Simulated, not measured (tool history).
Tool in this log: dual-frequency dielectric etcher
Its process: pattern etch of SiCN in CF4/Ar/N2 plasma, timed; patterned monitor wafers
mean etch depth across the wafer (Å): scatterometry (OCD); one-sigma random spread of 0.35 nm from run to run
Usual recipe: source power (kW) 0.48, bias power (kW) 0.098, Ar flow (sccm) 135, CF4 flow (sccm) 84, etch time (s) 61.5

run,hour,source power (kW),bias power (kW),Ar flow (sccm),CF4 flow (sccm),etch time (s),"read-back reference wafer on the same gauge, depth_nm",mean etch depth across the wafer (Å)
1,0,0.48,0.098,135,84,55.5,54.7,552
2,24.9,0.48,0.098,135,89,61.5,54.7,615
3,95.7,0.48,0.098,135,89,61.5,54.6,606
# hour 124: wet clean of the chamber
4,135.3,0.48,0.098,135,84,69.5,54.6,703
5,182.3,0.48,0.098,135,84,69.5,54.6,706
6,256.7,0.48,0.098,135,84,69.5,54.7,697
7,309,0.48,0.098,135,84,61.5,54.8,612
# hour 354.6: gauge calibrated
# hour 365.6: source power generator calibrated
8,366.7,0.48,0.098,135,84,61.5,54.8,612
# hour 395.4: CF4 flow controller replaced
9,427.9,0.48,0.098,135,84,61.5,54.7,610
10,470.2,0.48,0.098,135,84,61.5,54.6,601
# hour 502.2: Ar flow controller replaced
11,539.6,0.48,0.089,116,94,50.5,54.7,505
# hour 637.2: wet clean of the chamber
12,681.3,0.48,0.098,135,84,61.5,54.5,623
13,713.6,0.48,0.098,135,103,66.5,54.6,688
# hour 718.2: bias power generator calibrated
# hour 746.5: upper electrode replaced
14,776.9,0.48,0.098,135,84,61.5,54.7,622
15,824.7,0.48,0.108,135,67,61.5,54.7,628
16,863.1,0.45,0.098,135,69,61.5,54.7,572
17,896.8,0.48,0.098,146,84,61.5,54.8,608
18,925.4,0.48,0.089,116,94,50.5,54.6,509
19,970.5,0.48,0.098,112,84,61.5,54.7,632

Subtracting, for every run, the result it would have given without the tool's unlogged condition from the measured result gives the following. The same run-to-run variation enters both numbers; the gauge's scatter may not:
The tool's hidden condition here consists of: etch rate over this chamber's usual, %; source power that arrives over what is set, %; bias power that arrives over what is set, %; Ar flow that arrives over what is set, %; CF4 flow that arrives over what is set, %; gauge reads high (%).
run,mean etch depth across the wafer (Å)
1,-19
2,-22
3,-25
4,-2
5,-6
6,-10
7,-11
8,-16
9,-19
10,-20
11,-21
12,-1
13,-3
14,-6
15,-9
16,-11
17,-12
18,-12
19,-18

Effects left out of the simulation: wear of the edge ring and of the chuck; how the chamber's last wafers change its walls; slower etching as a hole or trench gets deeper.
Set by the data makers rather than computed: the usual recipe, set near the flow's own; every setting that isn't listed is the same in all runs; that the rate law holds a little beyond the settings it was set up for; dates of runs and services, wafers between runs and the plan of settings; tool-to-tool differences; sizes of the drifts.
